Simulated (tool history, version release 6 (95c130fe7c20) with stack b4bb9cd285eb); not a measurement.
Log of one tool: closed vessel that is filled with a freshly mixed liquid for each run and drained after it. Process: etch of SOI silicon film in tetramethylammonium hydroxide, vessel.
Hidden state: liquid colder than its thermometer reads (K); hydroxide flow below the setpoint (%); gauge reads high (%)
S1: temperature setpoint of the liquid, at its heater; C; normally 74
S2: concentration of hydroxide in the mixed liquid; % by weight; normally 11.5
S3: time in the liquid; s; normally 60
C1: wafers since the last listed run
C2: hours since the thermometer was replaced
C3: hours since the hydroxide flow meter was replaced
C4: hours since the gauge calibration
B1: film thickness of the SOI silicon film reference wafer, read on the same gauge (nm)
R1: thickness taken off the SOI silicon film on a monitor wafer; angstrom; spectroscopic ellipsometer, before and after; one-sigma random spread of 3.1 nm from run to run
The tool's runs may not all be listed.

| run | hour | S1 | S2 | S3 | C1 | C2 | C3 | C4 | B1 | R1 |
|---|---|---|---|---|---|---|---|---|---|---|
| 1 | 0 | 74 | 11.5 | 60 | 0 | 1503.9 | 1080.7 | 1561 | 68.3 | 4578.7 |
| 2 | 47.5 | 79 | 12.5 | 60 | 3862 | 1551.4 | 1128.2 | 1608.5 | 68.16 | 5750.4 |
| 3 | 99.4 | 79 | 12.5 | 60 | 4219 | 1603.3 | 1180.1 | 1660.4 | 68.03 | 5812.7 |
| 4 | 151.3 | 79 | 12.5 | 60 | 4219 | 1655.2 | 1232 | 1712.3 | 67.83 | 5830.2 |
| 5 | 192.1 | 74 | 10 | 60 | 3317 | 1696 | 1272.8 | 1753.1 | 67.69 | 4746.8 |
| 6 | 230.1 | 74 | 10 | 60 | 3089 | 1734 | 1310.8 | 1791.1 | 67.55 | 4811.5 |
| 7 | 259.5 | 74 | 10 | 60 | 2390 | 1763.4 | 1340.2 | 1820.5 | 67.46 | 4730.9 |
| 8 | 315.9 | 74 | 11.5 | 90 | 4585 | 1819.8 | 1396.6 | 1876.9 | 67.26 | 6732.5 |
| 9 | 342.6 | 74 | 11.5 | 90 | 2170 | 1846.5 | 1423.3 | 1903.6 | 67.19 | 6738.6 |
| 10 | 407 | 74 | 11.5 | 90 | 5236 | 1910.9 | 1487.7 | 1968 | 66.89 | 6652.7 |
| 11 | 436.7 | 74 | 11.5 | 60 | 2414 | 1940.6 | 1517.4 | 1997.7 | 66.8 | 4438 |
| 12 | 501.6 | 68 | 11.5 | 40 | 5277 | 2005.5 | 1582.3 | 2062.6 | 66.59 | 2094.9 |
|  | 529.7 | thermometer replaced |
| 13 | 563.5 | 74 | 14.5 | 60 | 4951 | 33.8 | 1644.2 | 2124.5 | 66.3 | 3957.7 |
| 14 | 615.5 | 74 | 11.5 | 75 | 4228 | 85.8 | 1696.2 | 2176.5 | 66.13 | 5595.5 |
| 15 | 646.4 | 74 | 11.5 | 60 | 2512 | 116.7 | 1727.1 | 2207.4 | 65.99 | 4405.9 |
| 16 | 695.8 | 74 | 15 | 60 | 4016 | 166.1 | 1776.5 | 2256.8 | 65.83 | 3930.6 |
|  | 709.9 | gauge calibrated |
| 17 | 745.2 | 72 | 12.5 | 80 | 4016 | 215.5 | 1825.9 | 35.3 | 70.09 | 5439.4 |
| 18 | 789.9 | 68 | 11.5 | 60 | 3634 | 260.2 | 1870.6 | 80 | 70.07 | 3333.6 |
| 19 | 821.3 | 72 | 10 | 45 | 2553 | 291.6 | 1902 | 111.4 | 70.06 | 3281.4 |
| 20 | 884.2 | 81 | 13 | 40 | 5114 | 354.5 | 1964.9 | 174.3 | 70.08 | 4420 |
| 21 | 921.2 | 66 | 11.5 | 60 | 3008 | 391.5 | 2001.9 | 211.3 | 69.97 | 2929.7 |
|  | 931.6 | hydroxide flow meter replaced |
| 22 | 951.1 | 74 | 15 | 60 | 2349 | 421.4 | 19.5 | 241.2 | 70.07 | 4152.7 |
| 23 | 1004.4 | 71.5 | 13 | 95 | 4333 | 474.7 | 72.8 | 294.5 | 70.04 | 6083.6 |
| 24 | 1036.2 | 74 | 12.5 | 60 | 2585 | 506.5 | 104.6 | 326.3 | 69.95 | 4560.4 |
| 25 | 1096.4 | 67 | 11.5 | 60 | 4894 | 566.7 | 164.8 | 386.5 | 69.94 | 3073.7 |
| 26 | 1128.7 | 74 | 11.5 | 60 | 2626 | 599 | 197.1 | 418.8 | 69.96 | 4648.1 |
| 27 | 1172.8 | 74 | 11.5 | 60 | 3585 | 643.1 | 241.2 | 462.9 | 69.87 | 4630.9 |
| 28 | 1224.8 | 77.5 | 13.5 | 60 | 4228 | 695.1 | 293.2 | 514.9 | 69.9 | 5343.9 |
| 29 | 1296.2 | 74 | 11.5 | 60 | 5805 | 766.5 | 364.6 | 586.3 | 69.8 | 4646.4 |
| 30 | 1325.9 | 74 | 11.5 | 60 | 2414 | 796.2 | 394.3 | 616 | 69.7 | 4600.7 |
| 31 | 1370.2 | 71 | 12.5 | 30 | 3602 | 840.5 | 438.6 | 660.3 | 69.64 | 1908.3 |
| 32 | 1405.6 | 74 | 11.5 | 60 | 2878 | 875.9 | 474 | 695.7 | 69.64 | 4617.4 |
| 33 | 1451.7 | 81 | 11.5 | 60 | 3748 | 922 | 520.1 | 741.8 | 69.6 | 6806.8 |

Entry by entry between the runs, the difference in hidden state between the last listed run before and the first listed run after:
In the gap between runs 12 and 13: thermometer replaced (hour 529.7)
  gauge reads high (%): -4.88 -> -5.23
  measured less the result without the state, R1: -107.6 -> -218.4 angstrom
In the gap between runs 16 and 17: gauge calibrated (hour 709.9)
  gauge reads high (%): -6 -> 0.116
  measured less the result without the state, R1: -251 -> +6.3 angstrom
In the gap between runs 21 and 22: hydroxide flow meter replaced (hour 931.6)
  gauge reads high (%): 0.0583 -> 0.0403
  measured less the result without the state, R1: +1.7 -> +1.7 angstrom

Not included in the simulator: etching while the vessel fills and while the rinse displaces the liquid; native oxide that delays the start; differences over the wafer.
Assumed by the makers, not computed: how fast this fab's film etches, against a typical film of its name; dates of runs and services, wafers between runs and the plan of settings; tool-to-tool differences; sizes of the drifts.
